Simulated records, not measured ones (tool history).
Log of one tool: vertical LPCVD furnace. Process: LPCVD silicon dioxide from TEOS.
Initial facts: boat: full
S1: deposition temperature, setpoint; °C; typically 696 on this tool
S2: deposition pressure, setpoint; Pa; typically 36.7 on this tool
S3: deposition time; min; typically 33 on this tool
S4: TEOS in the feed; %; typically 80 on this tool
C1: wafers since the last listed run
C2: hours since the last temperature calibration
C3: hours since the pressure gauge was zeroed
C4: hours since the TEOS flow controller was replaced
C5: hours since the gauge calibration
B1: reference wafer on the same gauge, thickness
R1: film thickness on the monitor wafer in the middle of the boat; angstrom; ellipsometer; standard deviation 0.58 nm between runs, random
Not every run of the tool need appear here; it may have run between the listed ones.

Run 1, hour 0: usual settings; C1 0; C2 2275.3; C3 168.6; C4 2038.9; C5 1442.5; B1 238.97. Result: R1 2291.4 angstrom.
Run 2, hour 51.9: usual settings; C1 696; C2 2327.2; C3 220.5; C4 2090.8; C5 1494.4; B1 239.05. Result: R1 2288.8 angstrom.
Run 3, hour 149.6: usual settings; C1 1310; C2 2424.9; C3 318.2; C4 2188.5; C5 1592.1; B1 238.95. Result: R1 2294 angstrom.
Run 4, hour 255.6: usual settings; C1 1422; C2 2530.9; C3 424.2; C4 2294.5; C5 1698.1; B1 238.91. Result: R1 2298.5 angstrom.
Run 5, hour 345.4: usual settings but S2 30 Pa, S3 28 min; C1 1204; C2 2620.7; C3 514; C4 2384.3; C5 1787.9; B1 238.99. Result: R1 1752.4 angstrom.
Run 6, hour 423.5: usual settings but S2 30 Pa, S3 28 min; C1 1047; C2 2698.8; C3 592.1; C4 2462.4; C5 1866; B1 239.01. Result: R1 1753.3 angstrom.
Run 7, hour 525.7: usual settings; C1 1371; C2 2801; C3 694.3; C4 2564.6; C5 1968.2; B1 238.84. Result: R1 2280.8 angstrom.
Run 8, hour 632.5: usual settings; C1 1433; C2 2907.8; C3 801.1; C4 2671.4; C5 2075; B1 239.13. Result: R1 2292.2 angstrom.
Run 9, hour 691.2: usual settings; C1 787; C2 2966.5; C3 859.8; C4 2730.1; C5 2133.7; B1 238.77. Result: R1 2285.2 angstrom.
Run 10, hour 730.4: usual settings; C1 525; C2 3005.7; C3 899; C4 2769.3; C5 2172.9; B1 239.13. Result: R1 2301.2 angstrom.
Run 11, hour 822.5: usual settings; C1 1235; C2 3097.8; C3 991.1; C4 2861.4; C5 2265; B1 238.85. Result: R1 2297.1 angstrom.
At hour 980: gauge calibrated.
Run 12, hour 1102.2: usual settings; C1 3753; C2 3377.5; C3 1270.8; C4 3141.1; C5 122.2; B1 238.84. Result: R1 2280.1 angstrom.
Run 13, hour 1205.6: usual settings; C1 1387; C2 3480.9; C3 1374.2; C4 3244.5; C5 225.6; B1 239.14. Result: R1 2282.2 angstrom.
Run 14, hour 1256.7: usual settings but S1 689 °C, S2 44.7 Pa, S3 38 min, S4 94 %; C1 685; C2 3532; C3 1425.3; C4 3295.6; C5 276.7; B1 238.89. Result: R1 2682.2 angstrom.
At hour 1314.2: thermocouples replaced and temperature profile calibrated.
At hour 1363.2: pressure gauge zeroed.
At hour 1364.3: TEOS flow controller replaced.
Run 15, hour 1364.8: usual settings but S1 706 °C, S2 29.3 Pa; C1 792; C2 50.6; C3 1.6; C4 0.5; C5 384.8; B1 238.99. Result: R1 2544.5 angstrom.
Run 16, hour 1463.5: usual settings but S1 703 °C, S3 23.5 min; C1 1324; C2 149.3; C3 100.3; C4 99.2; C5 483.5; B1 239.06. Result: R1 1900.3 angstrom.
Run 17, hour 1521.7: usual settings but S4 91 %; C1 780; C2 207.5; C3 158.5; C4 157.4; C5 541.7; B1 238.98. Result: R1 2417.1 angstrom.
Run 18, hour 1580.6: usual settings; C1 790; C2 266.4; C3 217.4; C4 216.3; C5 600.6; B1 239.05. Result: R1 2270.1 angstrom.
Run 19, hour 1635.7: usual settings but S1 692 °C, S2 28 Pa, S3 20.5 min, S4 90 %; C1 739; C2 321.5; C3 272.5; C4 271.4; C5 655.7; B1 239.12. Result: R1 1179 angstrom.
Run 20, hour 1738.9: usual settings; C1 1384; C2 424.7; C3 375.7; C4 374.6; C5 758.9; B1 238.83. Result: R1 2265.7 angstrom.
Run 21, hour 1838.6: usual settings but S1 707 °C, S4 93 %; C1 1337; C2 524.4; C3 475.4; C4 474.3; C5 858.6; B1 239.06. Result: R1 3142.2 angstrom.
Run 22, hour 1875.3: usual settings but S1 702 °C, S3 23 min; C1 492; C2 561.1; C3 512.1; C4 511; C5 895.3; B1 239.03. Result: R1 1808.7 angstrom.
Run 23, hour 1954.8: usual settings; C1 1066; C2 640.6; C3 591.6; C4 590.5; C5 974.8; B1 238.97. Result: R1 2258.8 angstrom.
Run 24, hour 2057.4: usual settings; C1 1376; C2 743.2; C3 694.2; C4 693.1; C5 1077.4; B1 239. Result: R1 2254 angstrom.
Run 25, hour 2160.6: usual settings; C1 1384; C2 846.4; C3 797.4; C4 796.3; C5 1180.6; B1 238.91. Result: R1 2253.2 angstrom.
Run 26, hour 2245.4: usual settings; C1 1137; C2 931.2; C3 882.2; C4 881.1; C5 1265.4; B1 239.13. Result: R1 2250 angstrom.
Run 27, hour 2490.7: usual settings but S1 704 °C, S2 40.7 Pa, S4 91 %; C1 3291; C2 1176.5; C3 1127.5; C4 1126.4; C5 1510.7; B1 239.04. Result: R1 3034.1 angstrom.
Run 28, hour 2539.7: usual settings but S4 67 %; C1 657; C2 1225.5; C3 1176.5; C4 1175.4; C5 1559.7; B1 238.98. Result: R1 2066.8 angstrom.
Run 29, hour 2608.4: usual settings but S1 691 °C; C1 921; C2 1294.2; C3 1245.2; C4 1244.1; C5 1628.4; B1 238.96. Result: R1 1994.9 angstrom.
Run 30, hour 2697.3: usual settings but S3 24 min; C1 1192; C2 1383.1; C3 1334.1; C4 1333; C5 1717.3; B1 239.04. Result: R1 1626.3 angstrom.
Run 31, hour 2743.3: usual settings but S3 26.5 min, S4 64 %; C1 617; C2 1429.1; C3 1380.1; C4 1379; C5 1763.3; B1 238.96. Result: R1 1608.1 angstrom.
Run 32, hour 2838.6: usual settings; C1 1278; C2 1524.4; C3 1475.4; C4 1474.3; C5 1858.6; B1 239.08. Result: R1 2232.8 angstrom.

Measured minus without-hidden-state, run by run (identical run-to-run variation in each term; gauge scatter may differ):
Hidden conditions of the tool in this case: true tube temperature minus thermocouple reading, K; true pressure minus gauge reading, mTorr; deviation of the TEOS flow from its setpoint, %; gauge reads high (%).
run     R1
  1  +26.3
  2  +26.9
  3    +28
  4  +28.8
  5  +20.4
  6  +20.2
  7  +28.8
  8  +28.5
  9  +27.9
 10  +27.7
 11  +26.7
 12  +21.5
 13    +19
 14  +31.7
 15   +2.4
 16   +1.4
 17   +1.5
 18   +1.1
 19   +0.4
 20   -0.2
 21   -2.2
 22   -1.7
 23   -3.4
 24   -5.5
 25   -7.8
 26    -10
 27  -20.8
 28    -18
 29  -19.6
 30  -18.7
 31  -19.9
 32    -32
